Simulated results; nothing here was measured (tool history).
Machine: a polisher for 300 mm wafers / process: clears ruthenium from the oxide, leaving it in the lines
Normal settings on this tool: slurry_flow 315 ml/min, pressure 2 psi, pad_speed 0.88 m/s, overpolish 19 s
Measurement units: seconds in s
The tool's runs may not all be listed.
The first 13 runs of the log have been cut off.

| run | hour | slurry_flow | pressure | pad_speed | overpolish | wafers since the last listed run | wafers polished on this pad | hours since the slurry nozzle was cleaned | hours since the head pressure was calibrated | incoming thickness of the incoming film, nm | seconds |
|---|---|---|---|---|---|---|---|---|---|---|---|
| 14 | 351.6 | 315 | 2 | 0.96 | 19 | 188 | 212 | 41.8 | 701.2 | 145.2 | 165.2 |
| 15 | 364.3 | 315 | 2 | 0.68 | 19 | 71 | 284 | 54.5 | 713.9 | 144.4 | 209.6 |
| 16 | 394.9 | 425 | 2 | 1.12 | 19 | 173 | 457 | 85.1 | 744.5 | 146.1 | 146.9 |
| 17 | 415.4 | 315 | 2 | 0.88 | 14 | 116 | 573 | 105.6 | 765 | 144.3 | 177.7 |
| 18 | 441.9 | 315 | 2 | 0.88 | 19 | 150 | 723 | 132.1 | 791.5 | 145.2 | 180.8 |
| 19 | 466.2 | 215 | 1.8 | 0.76 | 19 | 137 | 861 | 156.4 | 815.8 | 145.5 | 222.9 |
| 20 | 483.8 | 280 | 2 | 0.88 | 29 | 99 | 961 | 174 | 833.4 | 143.6 | 181.6 |
| 21 | 504.5 | 245 | 2 | 0.88 | 19 | 117 | 1078 | 194.7 | 854.1 | 143.5 | 187.4 |
|  | 539.8 | worn pad replaced by a new one |
| 22 | 557.5 | 425 | 2 | 1.12 | 19 | 277 | 100 | 247.7 | 907.1 | 146.5 | 147.5 |
| 23 | 574 | 410 | 2.5 | 1.12 | 24 | 93 | 193 | 264.2 | 923.6 | 145.2 | 124.3 |
| 24 | 607.4 | 315 | 2.6 | 0.58 | 19 | 189 | 382 | 297.6 | 957 | 144.5 | 196 |
| 25 | 624.2 | 420 | 2.2 | 1.14 | 25 | 95 | 477 | 314.4 | 973.8 | 144.2 | 134.3 |
|  | 655.5 | head pressure recalibrated |
| 26 | 656 | 315 | 2.4 | 0.88 | 10 | 168 | 646 | 346.2 | 0.5 | 145.1 | 162.5 |
| 27 | 686.2 | 240 | 2 | 1.02 | 19 | 171 | 817 | 376.4 | 30.7 | 145.4 | 165.2 |
| 28 | 702.4 | 315 | 2 | 0.88 | 19 | 91 | 909 | 392.6 | 46.9 | 143.8 | 184 |
| 29 | 731.5 | 315 | 2 | 0.88 | 19 | 164 | 1074 | 421.7 | 76 | 145.1 | 190 |
|  | 746.9 | slurry nozzle cleaned |
| 30 | 753.6 | 315 | 2 | 0.72 | 19 | 119 | 1194 | 6.7 | 98.1 | 145.3 | 214.6 |
| 31 | 780.4 | 205 | 2.4 | 0.88 | 25 | 151 | 1345 | 33.5 | 124.9 | 142.4 | 167.2 |
| 32 | 796.1 | 315 | 2 | 0.72 | 19 | 88 | 1434 | 49.2 | 140.6 | 145.8 | 216 |
|  | 822.8 | worn pad replaced by a new one |
| 33 | 887.6 | 315 | 2.2 | 0.88 | 14 | 495 | 366 | 140.7 | 232.1 | 143.8 | 165.3 |
| 34 | 916.9 | 315 | 2 | 0.98 | 14 | 165 | 532 | 170 | 261.4 | 143.4 | 162.2 |
| 35 | 935.1 | 260 | 2.2 | 0.88 | 27 | 103 | 635 | 188.2 | 279.6 | 144.9 | 171.5 |
| 36 | 968.5 | 315 | 2 | 0.88 | 19 | 189 | 825 | 221.6 | 313 | 144.3 | 178.5 |
| 37 | 1000.8 | 375 | 2.3 | 0.7 | 23 | 182 | 1008 | 253.9 | 345.3 | 144.8 | 194.3 |

Each row is a separate what-if for the run after 37, all from the same tool condition, not one after another. Results?
| A | 1001.3 | 315 | 2 | 0.88 | 27 | 2 | 1011 | 254.4 | 345.8 | 142.3 | ? |
| B | 1001.3 | 345 | 2 | 0.88 | 23 | 2 | 1011 | 254.4 | 345.8 | 142.3 | ? |
| C | 1001.3 | 220 | 2.5 | 1.18 | 19 | 2 | 1011 | 254.4 | 345.8 | 142.3 | ? |
| D | 1001.3 | 315 | 2 | 0.72 | 11 | 2 | 1011 | 254.4 | 345.8 | 142.3 | ? |

| run | seconds |
|---|---|
| A | 177.3 |
| B | 176.2 |
| C | 124.2 |
| D | 204.8 |
Take away the tool's hidden state, keep each run's random variation, and the runs would have read:
| run | seconds |
|---|---|
| A | 168.2 |
| B | 167.2 |
| C | 117.8 |
| D | 194.3 |
